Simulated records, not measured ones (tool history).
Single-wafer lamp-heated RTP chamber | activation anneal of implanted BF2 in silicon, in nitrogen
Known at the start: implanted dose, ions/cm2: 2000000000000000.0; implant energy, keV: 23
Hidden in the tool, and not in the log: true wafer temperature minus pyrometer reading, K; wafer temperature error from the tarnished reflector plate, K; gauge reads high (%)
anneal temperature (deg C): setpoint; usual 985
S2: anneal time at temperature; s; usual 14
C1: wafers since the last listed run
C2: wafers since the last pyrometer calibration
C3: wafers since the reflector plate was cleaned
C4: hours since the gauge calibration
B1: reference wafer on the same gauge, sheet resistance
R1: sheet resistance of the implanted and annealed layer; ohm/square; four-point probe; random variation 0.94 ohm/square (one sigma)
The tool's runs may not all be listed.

{"run": 1, "hour": 0.0, "anneal temperature (deg C)": 985, "S2": 14, "C1": 0, "C2": 2112, "C3": 589, "C4": 687.9, "B1": 180.13, "R1": 171.31}
{"run": 2, "hour": 29.3, "anneal temperature (deg C)": 985, "S2": 14, "C1": 248, "C2": 2360, "C3": 837, "C4": 717.2, "B1": 180.22, "R1": 171.36}
{"run": 3, "hour": 89.4, "anneal temperature (deg C)": 985, "S2": 14, "C1": 509, "C2": 2870, "C3": 1347, "C4": 777.3, "B1": 180.0, "R1": 169.71}
{"run": 4, "hour": 160.1, "anneal temperature (deg C)": 985, "S2": 14, "C1": 599, "C2": 3469, "C3": 1946, "C4": 848.0, "B1": 180.2, "R1": 169.07}
{"run": 5, "hour": 214.6, "anneal temperature (deg C)": 985, "S2": 14, "C1": 461, "C2": 3930, "C3": 2407, "C4": 902.5, "B1": 180.04, "R1": 168.02}
{"run": 6, "hour": 239.2, "anneal temperature (deg C)": 985, "S2": 14, "C1": 208, "C2": 4139, "C3": 2616, "C4": 927.1, "B1": 180.24, "R1": 167.64}
{"run": 7, "hour": 271.7, "anneal temperature (deg C)": 979, "S2": 14, "C1": 275, "C2": 4414, "C3": 2891, "C4": 959.6, "B1": 180.6, "R1": 173.61}
{"run": 8, "hour": 301.2, "anneal temperature (deg C)": 985, "S2": 14, "C1": 249, "C2": 4664, "C3": 3141, "C4": 989.1, "B1": 180.38, "R1": 166.46}
{"run": 9, "hour": 363.5, "anneal temperature (deg C)": 985, "S2": 14, "C1": 527, "C2": 5192, "C3": 3669, "C4": 1051.4, "B1": 179.78, "R1": 164.18}
{"hour": 390.1, "done": "reflector plate cleaned"}
{"run": 10, "hour": 426.5, "anneal temperature (deg C)": 985, "S2": 14, "C1": 466, "C2": 5658, "C3": 308, "C4": 1114.4, "B1": 179.73, "R1": 170.09}
{"run": 11, "hour": 497.5, "anneal temperature (deg C)": 985, "S2": 14, "C1": 601, "C2": 6260, "C3": 910, "C4": 1185.4, "B1": 180.29, "R1": 172.04}
{"run": 12, "hour": 537.0, "anneal temperature (deg C)": 985, "S2": 14, "C1": 334, "C2": 6594, "C3": 1244, "C4": 1224.9, "B1": 180.04, "R1": 171.21}
{"run": 13, "hour": 566.9, "anneal temperature (deg C)": 985, "S2": 14, "C1": 253, "C2": 6848, "C3": 1498, "C4": 1254.8, "B1": 180.02, "R1": 169.38}
{"run": 14, "hour": 621.4, "anneal temperature (deg C)": 985, "S2": 14, "C1": 461, "C2": 7309, "C3": 1959, "C4": 1309.3, "B1": 180.05, "R1": 169.34}
{"run": 15, "hour": 680.4, "anneal temperature (deg C)": 985, "S2": 14, "C1": 499, "C2": 7809, "C3": 2459, "C4": 1368.3, "B1": 179.97, "R1": 166.21}
{"hour": 712.9, "done": "pyrometer window cleaned and pyrometer calibrated"}
{"run": 16, "hour": 713.6, "anneal temperature (deg C)": 958, "S2": 18, "C1": 213, "C2": 5, "C3": 2673, "C4": 1401.5, "B1": 180.1, "R1": 195.97}
{"run": 17, "hour": 768.4, "anneal temperature (deg C)": 958, "S2": 10, "C1": 464, "C2": 470, "C3": 3137, "C4": 1456.3, "B1": 179.97, "R1": 204.12}
{"hour": 797.6, "done": "reflector plate cleaned"}
{"run": 18, "hour": 830.8, "anneal temperature (deg C)": 966, "S2": 18, "C1": 460, "C2": 931, "C3": 281, "C4": 1518.7, "B1": 179.7, "R1": 191.71}
{"hour": 849.3, "done": "gauge calibrated"}
{"run": 19, "hour": 894.9, "anneal temperature (deg C)": 985, "S2": 14, "C1": 543, "C2": 1474, "C3": 824, "C4": 45.6, "B1": 180.02, "R1": 171.13}
{"run": 20, "hour": 926.4, "anneal temperature (deg C)": 955, "S2": 14, "C1": 266, "C2": 1741, "C3": 1091, "C4": 77.1, "B1": 179.73, "R1": 211.63}
{"run": 21, "hour": 987.3, "anneal temperature (deg C)": 974, "S2": 8, "C1": 515, "C2": 2257, "C3": 1607, "C4": 138.0, "B1": 180.03, "R1": 193.0}
{"run": 22, "hour": 1033.3, "anneal temperature (deg C)": 1005, "S2": 19, "C1": 389, "C2": 2646, "C3": 1996, "C4": 184.0, "B1": 180.58, "R1": 139.06}
{"run": 23, "hour": 1064.9, "anneal temperature (deg C)": 1009, "S2": 6, "C1": 267, "C2": 2914, "C3": 2264, "C4": 215.6, "B1": 179.97, "R1": 157.73}
{"run": 24, "hour": 1117.7, "anneal temperature (deg C)": 985, "S2": 17, "C1": 447, "C2": 3361, "C3": 2711, "C4": 268.4, "B1": 179.82, "R1": 163.43}
{"hour": 1179.2, "done": "reflector plate cleaned"}
{"run": 25, "hour": 1179.7, "anneal temperature (deg C)": 1005, "S2": 8, "C1": 457, "C2": 3819, "C3": 4, "C4": 330.4, "B1": 179.63, "R1": 159.65}
{"run": 26, "hour": 1220.1, "anneal temperature (deg C)": 985, "S2": 14, "C1": 342, "C2": 4161, "C3": 346, "C4": 370.8, "B1": 179.75, "R1": 171.99}
{"run": 27, "hour": 1266.7, "anneal temperature (deg C)": 985, "S2": 14, "C1": 394, "C2": 4556, "C3": 741, "C4": 417.4, "B1": 179.72, "R1": 171.48}
{"run": 28, "hour": 1297.0, "anneal temperature (deg C)": 985, "S2": 14, "C1": 256, "C2": 4813, "C3": 998, "C4": 447.7, "B1": 179.95, "R1": 168.93}
{"run": 29, "hour": 1441.6, "anneal temperature (deg C)": 1000, "S2": 14, "C1": 1225, "C2": 6038, "C3": 2223, "C4": 592.3, "B1": 179.85, "R1": 151.61}
{"run": 30, "hour": 1485.7, "anneal temperature (deg C)": 968, "S2": 14, "C1": 373, "C2": 6412, "C3": 2596, "C4": 636.4, "B1": 179.68, "R1": 190.17}

4 ways to go on from here, each from the tool as it stands after run 30. What would each give?
{"run": "A", "hour": 1486.1, "anneal temperature (deg C)": 985, "S2": 14, "C1": 3, "C2": 6415, "C3": 2600, "C4": 636.8, "B1": "?", "R1": "?"}
{"run": "B", "hour": 1486.1, "anneal temperature (deg C)": 993, "S2": 10, "C1": 3, "C2": 6415, "C3": 2600, "C4": 636.8, "B1": "?", "R1": "?"}
{"run": "C", "hour": 1486.1, "anneal temperature (deg C)": 998, "S2": 21, "C1": 3, "C2": 6415, "C3": 2600, "C4": 636.8, "B1": "?", "R1": "?"}
{"run": "D", "hour": 1486.1, "anneal temperature (deg C)": 956, "S2": 11, "C1": 3, "C2": 6415, "C3": 2600, "C4": 636.8, "B1": "?", "R1": "?"}

run=A B1=179.57 R1=167.47
run=B B1=179.57 R1=164.38
run=C B1=179.57 R1=143.37
run=D B1=179.57 R1=208.80
Without the tool's hidden state the same runs would have given:
run=A R1=173.25
run=B R1=169.65
run=C R1=148.82
run=D R1=215.25

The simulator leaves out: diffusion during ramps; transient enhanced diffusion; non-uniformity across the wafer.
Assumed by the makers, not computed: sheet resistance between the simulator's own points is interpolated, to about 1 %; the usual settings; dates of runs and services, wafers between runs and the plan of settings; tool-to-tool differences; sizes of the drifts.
